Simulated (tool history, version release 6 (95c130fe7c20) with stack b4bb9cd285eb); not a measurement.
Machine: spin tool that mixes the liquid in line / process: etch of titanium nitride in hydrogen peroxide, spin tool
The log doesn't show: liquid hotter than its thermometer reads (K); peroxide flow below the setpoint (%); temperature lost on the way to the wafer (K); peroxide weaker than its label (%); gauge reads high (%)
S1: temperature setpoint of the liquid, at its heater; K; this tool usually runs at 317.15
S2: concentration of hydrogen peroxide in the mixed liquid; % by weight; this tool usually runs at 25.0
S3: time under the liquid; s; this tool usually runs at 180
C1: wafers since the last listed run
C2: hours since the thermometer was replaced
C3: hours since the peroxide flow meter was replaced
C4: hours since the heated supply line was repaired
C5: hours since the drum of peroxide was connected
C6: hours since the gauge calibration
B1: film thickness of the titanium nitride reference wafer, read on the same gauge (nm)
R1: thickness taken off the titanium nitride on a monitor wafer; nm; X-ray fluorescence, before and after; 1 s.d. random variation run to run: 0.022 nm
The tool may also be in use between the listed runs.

| run | hour | S1 | S2 | S3 | C1 | C2 | C3 | C4 | C5 | C6 | B1 | R1 |
|---|---|---|---|---|---|---|---|---|---|---|---|---|
| 1 | 0.0 | 317.15 | 25.0 | 180 | 0 | 705.3 | 613.7 | 1599.8 | 298.4 | 1360.8 | 148.07 | 5.35 |
| 2 | 93.3 | 317.15 | 29.5 | 180 | 459 | 798.6 | 707.0 | 1693.1 | 391.7 | 1454.1 | 147.80 | 5.58 |
|  | 122.9 | new drum of peroxide connected |
| 3 | 141.2 | 317.15 | 29.5 | 180 | 230 | 846.5 | 754.9 | 1741.0 | 18.3 | 1502.0 | 147.62 | 5.51 |
|  | 151.9 | peroxide flow meter replaced |
| 4 | 219.0 | 317.15 | 25.0 | 180 | 377 | 924.3 | 67.1 | 1818.8 | 96.1 | 1579.8 | 147.37 | 5.31 |
| 5 | 280.5 | 317.15 | 25.0 | 180 | 302 | 985.8 | 128.6 | 1880.3 | 157.6 | 1641.3 | 147.18 | 5.33 |
| 6 | 372.6 | 317.15 | 25.0 | 180 | 453 | 1077.9 | 220.7 | 1972.4 | 249.7 | 1733.4 | 146.77 | 5.27 |
| 7 | 471.2 | 317.15 | 25.0 | 180 | 485 | 1176.5 | 319.3 | 2071.0 | 348.3 | 1832.0 | 146.41 | 5.28 |
| 8 | 510.6 | 317.15 | 25.0 | 180 | 193 | 1215.9 | 358.7 | 2110.4 | 387.7 | 1871.4 | 146.26 | 5.26 |
|  | 524.0 | new drum of peroxide connected |
|  | 536.3 | thermometer replaced |
| 9 | 592.9 | 317.15 | 25.0 | 180 | 395 | 56.6 | 441.0 | 2192.7 | 68.9 | 1953.7 | 145.87 | 5.27 |
|  | 604.8 | gauge calibrated |
| 10 | 654.4 | 317.15 | 20.5 | 180 | 302 | 118.1 | 502.5 | 2254.2 | 130.4 | 49.6 | 150.12 | 5.18 |
|  | 672.5 | heated supply line repaired |
| 11 | 721.8 | 317.15 | 25.0 | 180 | 326 | 185.5 | 569.9 | 49.3 | 197.8 | 117.0 | 150.10 | 5.40 |
| 12 | 819.0 | 314.65 | 20.5 | 220 | 478 | 282.7 | 667.1 | 146.5 | 295.0 | 214.2 | 150.03 | 5.26 |
| 13 | 900.7 | 311.65 | 18.0 | 270 | 402 | 364.4 | 748.8 | 228.2 | 376.7 | 295.9 | 150.05 | 4.96 |
|  | 954.5 | peroxide flow meter replaced |
| 14 | 961.4 | 317.15 | 30.0 | 180 | 293 | 425.1 | 6.9 | 288.9 | 437.4 | 356.6 | 150.02 | 5.66 |
|  | 967.8 | new drum of peroxide connected |
| 15 | 1056.3 | 320.15 | 25.0 | 125 | 462 | 520.0 | 101.8 | 383.8 | 88.5 | 451.5 | 149.87 | 4.69 |

The next listed run, before its measurement:
| 16 | 1152.2 | 311.65 | 27.0 | 180 | 471 | 615.9 | 197.7 | 479.7 | 184.4 | 547.4 | ? | ? |

B1: 149.80
R1: 3.62 nm
Without the tool's hidden state the same run would have given R1 3.62 nm.
